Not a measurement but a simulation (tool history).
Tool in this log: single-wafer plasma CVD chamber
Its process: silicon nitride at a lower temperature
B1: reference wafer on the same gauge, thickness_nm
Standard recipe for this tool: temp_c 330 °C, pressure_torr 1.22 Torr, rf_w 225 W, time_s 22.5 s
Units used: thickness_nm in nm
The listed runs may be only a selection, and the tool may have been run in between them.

Run 1, hour 0: usual settings but temp_c 340 °C, pressure_torr 1.07 Torr; B1 23.458. Result: thickness_nm 20.234 nm.
Run 2, hour 24.4: usual settings; B1 23.533. Result: thickness_nm 21.023 nm.
Run 3, hour 55: usual settings; B1 23.524. Result: thickness_nm 21.053 nm.
Run 4, hour 86.4: usual settings but pressure_torr 1.09 Torr; B1 23.499. Result: thickness_nm 20.375 nm.
Run 5, hour 121.8: usual settings but pressure_torr 1.33 Torr; B1 23.514. Result: thickness_nm 21.312 nm.
Run 6, hour 134.8: usual settings; B1 23.505. Result: thickness_nm 20.832 nm.
At hour 162.4: gauge calibrated.
Run 7, hour 163.9: usual settings; B1 23.513. Result: thickness_nm 21.082 nm.
Run 8, hour 197.7: usual settings but pressure_torr 0.92 Torr; B1 23.474. Result: thickness_nm 19.523 nm.
At hour 222.1: capacitance manometer re-zeroed and calibrated.
Run 9, hour 225.6: usual settings but temp_c 343 °C, rf_w 180 W; B1 23.53. Result: thickness_nm 17.349 nm.
Run 10, hour 241.4: usual settings but temp_c 324 °C, pressure_torr 1.45 Torr, rf_w 255 W; B1 23.504. Result: thickness_nm 23.761 nm.
Run 11, hour 266.5: usual settings; B1 23.5. Result: thickness_nm 20.627 nm.
Run 12, hour 282.1: usual settings; B1 23.484. Result: thickness_nm 20.763 nm.
Run 13, hour 309.8: usual settings but temp_c 321 °C, pressure_torr 1.43 Torr, rf_w 185 W; B1 23.495. Result: thickness_nm 18.529 nm.
Run 14, hour 343.1: usual settings but rf_w 210 W, time_s 24.4 s; B1 23.477. Result: thickness_nm 21.378 nm.
Run 15, hour 355.2: usual settings but time_s 20.6 s; B1 23.454. Result: thickness_nm 18.904 nm.
At hour 389.3: capacitance manometer re-zeroed and calibrated, repeated, since the last time left the tool worse.
Run 16, hour 442.4: usual settings but temp_c 327 °C; B1 23.502. Result: thickness_nm 21.303 nm.
Run 17, hour 458.8: usual settings but temp_c 337 °C, rf_w 200 W; B1 23.485. Result: thickness_nm 19.441 nm.
Run 18, hour 477.8: usual settings; B1 23.511. Result: thickness_nm 21.26 nm.
Run 19, hour 494.8: usual settings; B1 23.477. Result: thickness_nm 21.26 nm.
Run 20, hour 509: usual settings but time_s 20.3 s; B1 23.508. Result: thickness_nm 19.202 nm.
Run 21, hour 522.6: usual settings but pressure_torr 1.01 Torr; B1 23.498. Result: thickness_nm 20.318 nm.
Run 22, hour 551.2: usual settings but pressure_torr 1.31 Torr, rf_w 195 W; B1 23.49. Result: thickness_nm 19.521 nm.
Run 23, hour 577.1: usual settings; B1 23.53. Result: thickness_nm 21.292 nm.
Run 24, hour 605.3: usual settings but temp_c 336 °C, pressure_torr 1.41 Torr, time_s 26.8 s; B1 23.471. Result: thickness_nm 26.215 nm.
Run 25, hour 635.6: usual settings but temp_c 334 °C; B1 23.501. Result: thickness_nm 21.129 nm.
Run 26, hour 668.9: usual settings but pressure_torr 0.92 Torr; B1 23.52. Result: thickness_nm 19.85 nm.
Run 27, hour 701.4: usual settings but pressure_torr 1.05 Torr; B1 23.502. Result: thickness_nm 20.373 nm.
Run 28, hour 726.6: usual settings but pressure_torr 0.93 Torr, rf_w 180 W; B1 23.519. Result: thickness_nm 16.563 nm.

Consider 4 possible next runs. They are alternatives, not a sequence: every one starts from the tool as it was left by run 28. What does each give?
Run A, hour 727: usual settings but temp_c 342 °C; B1 ?. Result: thickness_nm ?.
Run B, hour 727: usual settings but pressure_torr 1.13 Torr, rf_w 255 W, time_s 23.9 s; B1 ?. Result: thickness_nm ?.
Run C, hour 727: usual settings but temp_c 321 °C; B1 ?. Result: thickness_nm ?.
Run D, hour 727: usual settings but temp_c 317 °C, pressure_torr 1.01 Torr, time_s 25 s; B1 ?. Result: thickness_nm ?.

run      B1  thickness_nm
  A  23.485        21.106
  B  23.485        24.213
  C  23.485        21.258
  D  23.485        22.532
Take away the tool's hidden state, keep each run's random variation, and the runs would have read:
run  thickness_nm
  A        21.184
  B        24.308
  C        21.337
  D         22.62
